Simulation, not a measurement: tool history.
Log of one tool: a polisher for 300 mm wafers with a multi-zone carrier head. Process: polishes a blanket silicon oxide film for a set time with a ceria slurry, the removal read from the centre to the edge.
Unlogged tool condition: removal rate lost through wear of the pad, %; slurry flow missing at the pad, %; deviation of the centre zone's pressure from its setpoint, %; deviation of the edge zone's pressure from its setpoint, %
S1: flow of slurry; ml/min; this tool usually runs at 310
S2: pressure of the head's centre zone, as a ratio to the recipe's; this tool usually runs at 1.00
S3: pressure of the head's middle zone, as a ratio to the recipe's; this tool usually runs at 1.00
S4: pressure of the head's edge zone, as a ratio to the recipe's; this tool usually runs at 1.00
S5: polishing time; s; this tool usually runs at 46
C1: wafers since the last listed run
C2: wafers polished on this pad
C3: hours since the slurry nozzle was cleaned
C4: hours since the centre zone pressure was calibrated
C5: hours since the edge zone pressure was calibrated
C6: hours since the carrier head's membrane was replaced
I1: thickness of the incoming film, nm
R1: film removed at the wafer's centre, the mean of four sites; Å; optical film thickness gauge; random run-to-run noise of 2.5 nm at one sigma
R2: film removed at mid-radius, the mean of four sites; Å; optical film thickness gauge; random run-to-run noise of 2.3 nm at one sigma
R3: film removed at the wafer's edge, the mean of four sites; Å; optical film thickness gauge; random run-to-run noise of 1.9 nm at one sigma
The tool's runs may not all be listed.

run 1 hour=0.0 | S1=310 S2=1.00 S3=1.00 S4=1.00 S5=46 | C1=0 C2=944 C3=226.5 C4=491.9 C5=477.2 C6=566.1 | I1=826.4 | R1=2293 R2=2098 R3=2088
-- hour=86.5 centre zone pressure recalibrated
run 2 hour=87.0 | S1=310 S2=1.00 S3=1.00 S4=1.00 S5=46 | C1=852 C2=1797 C3=313.5 C4=0.5 C5=564.2 C6=653.1 | I1=829.1 | R1=2072 R2=2116 R3=2056
run 3 hour=147.0 | S1=310 S2=1.00 S3=1.00 S4=1.00 S5=46 | C1=601 C2=2399 C3=373.5 C4=60.5 C5=624.2 C6=713.1 | I1=830.2 | R1=2043 R2=2122 R3=2077
-- hour=169.8 slurry nozzle cleaned
-- hour=211.8 worn pad replaced by a new one
run 4 hour=228.2 | S1=310 S2=1.00 S3=1.00 S4=1.00 S5=46 | C1=764 C2=164 C3=58.4 C4=141.7 C5=705.4 C6=794.3 | I1=827.1 | R1=2072 R2=2103 R3=2083
run 5 hour=343.8 | S1=310 S2=1.00 S3=1.00 S4=1.00 S5=46 | C1=1159 C2=1323 C3=174.0 C4=257.3 C5=821.0 C6=909.9 | I1=818.3 | R1=2120 R2=2107 R3=2052
run 6 hour=397.9 | S1=310 S2=1.00 S3=1.00 S4=1.00 S5=46 | C1=542 C2=1866 C3=228.1 C4=311.4 C5=875.1 C6=964.0 | I1=813.5 | R1=2188 R2=2097 R3=2091
run 7 hour=498.0 | S1=310 S2=1.00 S3=1.00 S4=1.00 S5=46 | C1=1004 C2=2870 C3=328.2 C4=411.5 C5=975.2 C6=1064.1 | I1=819.7 | R1=2189 R2=2145 R3=2059
-- hour=535.1 worn pad replaced by a new one
-- hour=542.5 slurry nozzle cleaned
run 8 hour=570.2 | S1=310 S2=1.00 S3=1.00 S4=1.00 S5=46 | C1=674 C2=341 C3=27.7 C4=483.7 C5=1047.4 C6=1136.3 | I1=818.6 | R1=2232 R2=2077 R3=2107
-- hour=664.7 centre zone pressure recalibrated
run 9 hour=665.2 | S1=310 S2=0.93 S3=1.00 S4=1.00 S5=46 | C1=933 C2=1274 C3=122.7 C4=0.5 C5=1142.4 C6=1231.3 | I1=823.3 | R1=1903 R2=2099 R3=2078
run 10 hour=734.8 | S1=310 S2=0.93 S3=1.00 S4=1.00 S5=46 | C1=698 C2=1973 C3=192.3 C4=70.1 C5=1212.0 C6=1300.9 | I1=807.4 | R1=1889 R2=2121 R3=2087
-- hour=839.5 worn pad replaced by a new one
-- hour=870.9 edge zone pressure recalibrated
-- hour=875.8 slurry nozzle cleaned
run 11 hour=918.4 | S1=310 S2=1.00 S3=1.00 S4=1.00 S5=46 | C1=1771 C2=761 C3=42.6 C4=253.7 C5=47.5 C6=1484.5 | I1=833.4 | R1=2125 R2=2053 R3=2096
run 12 hour=1020.2 | S1=310 S2=1.00 S3=1.00 S4=1.00 S5=46 | C1=1021 C2=1782 C3=144.4 C4=355.5 C5=149.3 C6=1586.3 | I1=814.7 | R1=2212 R2=2124 R3=2103
run 13 hour=1125.4 | S1=310 S2=1.00 S3=1.00 S4=1.10 S5=33 | C1=1055 C2=2838 C3=249.6 C4=460.7 C5=254.5 C6=1691.5 | I1=817.4 | R1=1613 R2=1532 R3=1563
-- hour=1129.8 worn pad replaced by a new one, of another model than before
-- hour=1198.0 carrier head's membrane replaced by a new one
run 14 hour=1219.0 | S1=310 S2=1.00 S3=1.00 S4=1.00 S5=46 | C1=848 C2=844 C3=343.2 C4=554.3 C5=348.1 C6=21.0 | I1=810.3 | R1=2245 R2=2075 R3=2069
-- hour=1240.6 slurry nozzle cleaned
-- hour=1290.3 centre zone pressure recalibrated
run 15 hour=1318.4 | S1=355 S2=0.93 S3=1.00 S4=1.00 S5=46 | C1=967 C2=1811 C3=77.8 C4=28.1 C5=447.5 C6=120.4 | I1=832.1 | R1=1923 R2=2172 R3=2121
run 16 hour=1407.3 | S1=310 S2=1.00 S3=1.00 S4=1.00 S5=46 | C1=891 C2=2703 C3=166.7 C4=117.0 C5=536.4 C6=209.3 | I1=822.3 | R1=2072 R2=2073 R3=2060
run 17 hour=1485.3 | S1=240 S2=1.00 S3=0.92 S4=1.00 S5=46 | C1=782 C2=3485 C3=244.7 C4=195.0 C5=614.4 C6=287.3 | I1=809.4 | R1=2006 R2=1881 R3=2001
-- hour=1490.6 worn pad replaced by a new one
run 18 hour=1544.2 | S1=310 S2=1.00 S3=1.00 S4=0.89 S5=46 | C1=550 C2=537 C3=303.6 C4=253.9 C5=673.3 C6=346.2 | I1=818.3 | R1=2188 R2=2103 R3=1991
run 19 hour=1591.2 | S1=380 S2=1.00 S3=1.00 S4=1.00 S5=51 | C1=471 C2=1009 C3=350.6 C4=300.9 C5=720.3 C6=393.2 | I1=825.6 | R1=2427 R2=2381 R3=2361
run 20 hour=1629.0 | S1=350 S2=1.10 S3=0.89 S4=1.00 S5=60 | C1=379 C2=1388 C3=388.4 C4=338.7 C5=758.1 C6=431.0 | I1=808.8 | R1=3242 R2=2529 R3=2791
-- hour=1641.1 slurry nozzle cleaned
run 21 hour=1699.5 | S1=310 S2=1.00 S3=1.08 S4=1.00 S5=46 | C1=697 C2=2085 C3=58.4 C4=409.2 C5=828.6 C6=501.5 | I1=817.9 | R1=2253 R2=2238 R3=2090

Consider 4 possible next runs. They are alternatives, not a sequence: every one starts from the tool as it was left by run 21. What does each give?
run A hour=1699.9 | S1=310 S2=1.00 S3=1.00 S4=1.00 S5=46 | C1=4 C2=2089 C3=58.8 C4=409.6 C5=829.0 C6=501.9 | I1=823.7 | R1=? R2=? R3=?
run B hour=1699.9 | S1=310 S2=1.00 S3=1.00 S4=1.00 S5=40 | C1=4 C2=2089 C3=58.8 C4=409.6 C5=829.0 C6=501.9 | I1=823.7 | R1=? R2=? R3=?
run C hour=1699.9 | S1=205 S2=1.00 S3=1.00 S4=1.07 S5=46 | C1=4 C2=2089 C3=58.8 C4=409.6 C5=829.0 C6=501.9 | I1=823.7 | R1=? R2=? R3=?
run D hour=1699.9 | S1=310 S2=1.00 S3=1.06 S4=0.91 S5=61 | C1=4 C2=2089 C3=58.8 C4=409.6 C5=829.0 C6=501.9 | I1=823.7 | R1=? R2=? R3=?

run=A R1=2222 R2=2103 R3=2079
run=B R1=1932 R2=1829 R3=1808
run=C R1=1935 R2=1858 R3=1962
run=D R1=2947 R2=2919 R3=2635
With no hidden state in the tool, these same runs would have given:
run=A R1=2074 R2=2104 R3=2079
run=B R1=1803 R2=1829 R3=1808
run=C R1=1806 R2=1859 R3=1962
run=D R1=2751 R2=2920 R3=2635

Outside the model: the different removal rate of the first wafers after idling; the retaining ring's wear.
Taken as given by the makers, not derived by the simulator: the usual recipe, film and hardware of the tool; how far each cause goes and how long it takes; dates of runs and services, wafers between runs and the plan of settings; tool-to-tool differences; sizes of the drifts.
